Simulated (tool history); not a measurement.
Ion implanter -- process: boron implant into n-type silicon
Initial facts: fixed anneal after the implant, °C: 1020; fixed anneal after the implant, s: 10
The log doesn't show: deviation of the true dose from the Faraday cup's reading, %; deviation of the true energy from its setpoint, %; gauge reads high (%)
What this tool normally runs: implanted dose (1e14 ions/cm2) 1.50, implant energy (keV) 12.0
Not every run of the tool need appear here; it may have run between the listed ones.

run   hour  implanted dose (1e14 ions/cm2)  implant energy (keV)  wafers since the last listed run  hours since the last dose calibration  hours since the extraction supply was calibrated  hours since the gauge calibration  read-back reference wafer on the same gauge, sheet resistance  sheet resistance of the implanted and annealed layer (ohm/square)
  1    0.0                            1.50                  12.0                                 0                                  347.4                                            1696.7                              679.3                                                         664.06                                                             625.47
  2   21.2                            1.50                  12.0                               378                                  368.6                                            1717.9                              700.5                                                         663.76                                                             625.00
  3   36.1                            1.50                  12.0                               266                                  383.5                                            1732.8                              715.4                                                         664.19                                                             621.96
  4   50.2                            1.50                  15.0                               251                                  397.6                                            1746.9                              729.5                                                         664.47                                                             606.26
  5   69.8                            1.62                  13.0                               349                                  417.2                                            1766.5                              749.1                                                         663.86                                                             579.79
  6  137.8                            1.50                  13.0                              1213                                  485.2                                            1834.5                              817.1                                                         664.10                                                             618.73
  7  170.3                            1.50                  13.0                               580                                  517.7                                            1867.0                              849.6                                                         663.41                                                             617.00
     197.1  -- Faraday cup replaced and dose calibrated
  8  197.6                            1.50                  13.0                               344                                    0.5                                            1894.3                              876.9                                                         663.61                                                             618.23
  9  261.8                            1.50                  12.0                              1146                                   64.7                                            1958.5                              941.1                                                         664.04                                                             626.04
 10  276.8                            1.50                  12.0                               267                                   79.7                                            1973.5                              956.1                                                         664.49                                                             627.50
 11  302.6                            1.50                  12.0                               460                                  105.5                                            1999.3                              981.9                                                         663.94                                                             624.49
 12  315.6                            1.50                  12.0                               232                                  118.5                                            2012.3                              994.9                                                         663.93                                                             623.07
 13  336.8                            1.08                  10.5                               378                                  139.7                                            2033.5                             1016.1                                                         664.01                                                             825.45
 14  365.9                            1.66                  14.0                               519                                  168.8                                            2062.6                             1045.2                                                         664.01                                                             562.73
 15  385.3                            1.50                  12.0                               346                                  188.2                                            2082.0                             1064.6                                                         663.57                                                             624.81
 16  400.5                            1.50                  12.0                               271                                  203.4                                            2097.2                             1079.8                                                         664.12                                                             625.25
 17  415.8                            1.20                  14.5                               273                                  218.7                                            2112.5                             1095.1                                                         663.59                                                             725.62
 18  442.2                            1.14                  13.5                               471                                  245.1                                            2138.9                             1121.5                                                         664.43                                                             763.81
     443.4  -- gauge calibrated
 19  457.3                            1.66                  10.5                               269                                  260.2                                            2154.0                               13.9                                                         663.78                                                             584.66
     479.9  -- extraction supply calibrated
 20  491.1                            1.50                  12.0                               460                                  294.0                                              11.2                               47.7                                                         663.51                                                             623.99
 21  518.3                            1.76                  10.0                               485                                  321.2                                              38.4                               74.9                                                         664.00                                                             561.31
 22  544.3                            1.50                  12.0                               464                                  347.2                                              64.4                              100.9                                                         664.20                                                             624.04
 23  569.9                            1.12                  10.0                               457                                  372.8                                              90.0                              126.5                                                         663.87                                                             809.43
 24  597.0                            1.19                  13.5                               483                                  399.9                                             117.1                              153.6                                                         664.22                                                             744.75
 25  630.1                            1.20                   8.5                               590                                  433.0                                             150.2                              186.7                                                         663.98                                                             781.76
 26  658.3                            1.08                   8.5                               503                                  461.2                                             178.4                              214.9                                                         663.62                                                             852.39
 27  672.2                            1.66                  15.0                               248                                  475.1                                             192.3                              228.8                                                         664.14                                                             558.71
 28  703.9                            1.85                  12.0                               565                                  506.8                                             224.0                              260.5                                                         663.43                                                             527.77
 29  730.7                            1.95                  10.0                               478                                  533.6                                             250.8                              287.3                                                         664.15                                                             515.96
     746.1  -- Faraday cup replaced and dose calibrated
 30  787.9                            1.50                  11.0                               878                                   41.8                                             308.0                              344.5                                                         664.61                                                             633.20
 31  814.2                            1.25                  12.0                               469                                   68.1                                             334.3                              370.8                                                         663.72                                                             723.16
 32  829.5                            1.50                   9.5                               273                                   83.4                                             349.6                              386.1                                                         663.25                                                             643.40
 33  849.9                            1.50                  12.0                               364                                  103.8                                             370.0                              406.5                                                         663.42                                                             623.35
 34  882.5                            1.25                  12.0                               581                                  136.4                                             402.6                              439.1                                                         664.17                                                             723.88
 35  897.7                            1.38                  12.0                               271                                  151.6                                             417.8                              454.3                                                         664.32                                                             670.33
 36  921.8                            1.66                   8.5                               430                                  175.7                                             441.9                              478.4                                                         663.77                                                             602.28

What if the next run were any one of these 5? Each begins from the tool's condition after run 36:
  A  922.2                            1.50                  10.0                                 7                                  176.1                                             442.3                              478.8                                                              ?                                                                  ?
  B  922.2                            1.08                  16.0                                 7                                  176.1                                             442.3                              478.8                                                              ?                                                                  ?
  C  922.2                            1.24                   8.0                                 7                                  176.1                                             442.3                              478.8                                                              ?                                                                  ?
  D  922.2                            1.84                  10.5                                 7                                  176.1                                             442.3                              478.8                                                              ?                                                                  ?
  E  922.2                            1.20                  14.0                                 7                                  176.1                                             442.3                              478.8                                                              ?                                                                  ?

run  read-back reference wafer on the same gauge, sheet resistance  sheet resistance of the implanted and annealed layer (ohm/square)
  A                                                         664.42                                                             640.12
  B                                                         664.42                                                             780.64
  C                                                         664.42                                                             766.88
  D                                                         664.42                                                             539.09
  E                                                         664.42                                                             732.83
The same runs, with their run-to-run variation unchanged, on a tool lacking any hidden condition would have given:
run  sheet resistance of the implanted and annealed layer (ohm/square)
  A                                                             640.12
  B                                                             780.64
  C                                                             766.88
  D                                                             539.09
  E                                                             732.83

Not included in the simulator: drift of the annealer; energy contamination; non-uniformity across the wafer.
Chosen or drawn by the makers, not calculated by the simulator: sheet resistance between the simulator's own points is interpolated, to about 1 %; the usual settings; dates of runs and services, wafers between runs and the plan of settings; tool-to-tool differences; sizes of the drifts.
